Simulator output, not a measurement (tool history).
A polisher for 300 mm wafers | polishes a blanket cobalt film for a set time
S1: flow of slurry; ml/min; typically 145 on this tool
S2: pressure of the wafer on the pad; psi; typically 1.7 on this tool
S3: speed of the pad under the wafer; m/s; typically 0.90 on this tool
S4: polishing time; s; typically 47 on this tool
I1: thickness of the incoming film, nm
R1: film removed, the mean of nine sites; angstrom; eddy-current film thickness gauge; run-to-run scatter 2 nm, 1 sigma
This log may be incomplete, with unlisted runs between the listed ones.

run    hour   S1   S2    S3  S4      I1    R1
  1     0.0  145  1.7  0.90  47  1158.9  2048
  2    71.7  145  1.6  0.90  47  1163.7  1923
  3   129.5  145  1.6  0.90  47  1166.5  1923
      135.8  -- worn pad replaced by a new one
  4   184.9  145  2.1  1.14  47  1142.8  3091
  5   216.8  145  2.1  1.14  47  1151.3  3038
  6   265.2  145  1.7  1.08  47  1177.6  2337
  7   300.2  145  1.7  1.08  47  1157.7  2352
  8   369.9  145  1.7  1.08  47  1152.4  2344
  9   394.0  145  1.7  0.90  47  1162.8  1950
 10   433.1  145  1.7  0.90  47  1149.9  1955
      495.6  -- head pressure recalibrated
      538.7  -- slurry nozzle cleaned
      560.2  -- worn pad replaced by a new one
 11   641.4  145  1.7  0.90  47  1142.7  1776
 12   685.9  145  1.7  0.90  54  1175.0  2009
 13   734.1  130  1.7  0.90  47  1181.2  1687
 14   782.6  130  1.7  0.90  47  1159.6  1668
 15   839.8  130  1.7  0.90  47  1178.2  1630
 16   902.6  145  2.2  0.90  47  1141.0  2147
      955.4  -- slurry nozzle cleaned, repeated, since the last time left the tool worse
 17   960.8  160  1.7  0.90  62  1170.3  2755
     1003.9  -- head pressure recalibrated
 18  1014.8  145  1.7  0.70  59  1159.7  2114
     1036.1  -- worn pad replaced by a new one
 19  1068.1  130  1.7  0.90  47  1159.0  1966
 20  1246.3  145  1.7  0.90  47  1168.1  1978
 21  1296.6  190  1.4  1.04  59  1164.4  2455
 22  1342.6  145  1.7  1.08  47  1154.2  2364
 23  1399.0  110  1.7  0.90  47  1164.7  1864
     1497.0  -- worn pad replaced by a new one
 24  1507.0  145  1.7  0.90  47  1161.7  1966
     1525.3  -- slurry nozzle cleaned
 25  1553.9  180  1.7  0.90  47  1162.3  2132
     1582.3  -- head pressure recalibrated
 26  1591.2  110  2.0  1.18  38  1144.3  2292
 27  1650.6  145  1.7  0.90  47  1154.3  2049
 28  1695.1  165  1.7  1.00  47  1161.5  2324
 29  1847.5  105  1.7  0.90  47  1151.1  1851
 30  1874.0  145  1.7  0.90  47  1165.5  2026
 31  1904.1  180  2.3  0.62  59  1141.8  2673
     1932.2  -- worn pad replaced by a new one
 32  1932.7  105  1.4  0.90  41  1154.7  1302
 33  1970.2  160  2.1  1.00  59  1151.0  3445
 34  2041.8  145  1.2  1.06  47  1181.8  1605
 35  2090.2  175  1.1  0.90  47  1160.6  1311
     2097.0  -- slurry nozzle cleaned
 36  2139.4  145  1.4  0.90  31  1155.6  1125
 37  2192.9  160  2.0  0.72  52  1173.6  2203

Here are 3 independent what-if runs from the current tool condition. What would each one return?
  A  2193.3  145  1.7  0.90  47  1158.8   ?
  B  2193.3  130  1.7  1.04  38  1158.8   ?
  C  2193.3  145  1.9  0.68  47  1158.8   ?

run    R1
  A  2030
  B  1811
  C  1806
Take away the tool's hidden state, keep each run's random variation, and the runs would have read:
run    R1
  A  2053
  B  1834
  C  1826
